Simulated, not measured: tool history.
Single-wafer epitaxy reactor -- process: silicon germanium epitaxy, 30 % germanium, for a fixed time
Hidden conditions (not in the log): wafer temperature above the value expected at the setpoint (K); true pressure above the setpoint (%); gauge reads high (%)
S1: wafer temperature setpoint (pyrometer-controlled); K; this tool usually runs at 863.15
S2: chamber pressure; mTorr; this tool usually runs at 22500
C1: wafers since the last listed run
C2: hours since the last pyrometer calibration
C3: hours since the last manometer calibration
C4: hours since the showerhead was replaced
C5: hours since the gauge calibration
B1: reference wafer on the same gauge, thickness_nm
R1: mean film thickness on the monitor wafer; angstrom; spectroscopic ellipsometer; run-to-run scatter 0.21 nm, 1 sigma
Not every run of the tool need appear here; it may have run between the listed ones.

run	hour	S1	S2	C1	C2	C3	C4	C5	B1	R1
1	0	866.15	22500	0	925.5	1409.9	5211.8	334.6	51.398	545.23
2	73.2	866.15	22500	1333	998.7	1483.1	5285	407.8	51.394	539.39
# hour 146.1: pyrometer calibrated
3	179.1	868.15	26100	1783	33	1589	5390.9	513.7	51.438	638.35
4	264.8	868.15	26100	1560	118.7	1674.7	5476.6	599.4	51.397	641.14
5	311.4	863.15	22500	848	165.3	1721.3	5523.2	646	51.398	539.87
6	389	851.15	22500	1413	242.9	1798.9	5600.8	723.6	51.398	440.84
# hour 462.7: showerhead replaced
7	492.3	851.15	22500	1735	346.2	1902.2	29.6	826.9	51.403	438.63
8	564.8	859.15	19800	1320	418.7	1974.7	102.1	899.4	51.403	470.79
# hour 580.5: capacitance manometer re-zeroed and calibrated
9	668.3	863.15	22500	1739	522.2	87.8	205.6	1002.9	51.396	520.21
10	751.4	863.15	22500	1513	605.3	170.9	288.7	1086	51.37	519.04
11	809.3	850.15	22500	1054	663.2	228.8	346.6	1143.9	51.419	411.86
# hour 835.7: gauge calibrated
12	872.7	878.15	18500	1154	726.6	292.2	410	37	51.35	594.6
# hour 956.6: pyrometer calibrated
13	957.1	873.15	26300	1391	0.5	376.6	494.4	121.4	51.413	681.1
14	1055.7	855.15	18500	1795	99.1	475.2	593	220	51.422	413.98
15	1111	855.15	17300	1007	154.4	530.5	648.3	275.3	51.409	401.02
16	1165.4	873.15	22500	990	208.8	584.9	702.7	329.7	51.396	629.75
17	1253.5	863.15	22500	1604	296.9	673	790.8	417.8	51.357	529.38

Results for each run, recomputed without the tool's hidden state and with each run's random variation untouched:
run	R1
1	550.46
2	547.98
3	616.16
4	618.23
5	520.46
6	425.07
7	423.52
8	455.29
9	523.78
10	524.37
11	417.5
12	604.02
13	671.69
14	407.58
15	394.67
16	619.78
17	521.3

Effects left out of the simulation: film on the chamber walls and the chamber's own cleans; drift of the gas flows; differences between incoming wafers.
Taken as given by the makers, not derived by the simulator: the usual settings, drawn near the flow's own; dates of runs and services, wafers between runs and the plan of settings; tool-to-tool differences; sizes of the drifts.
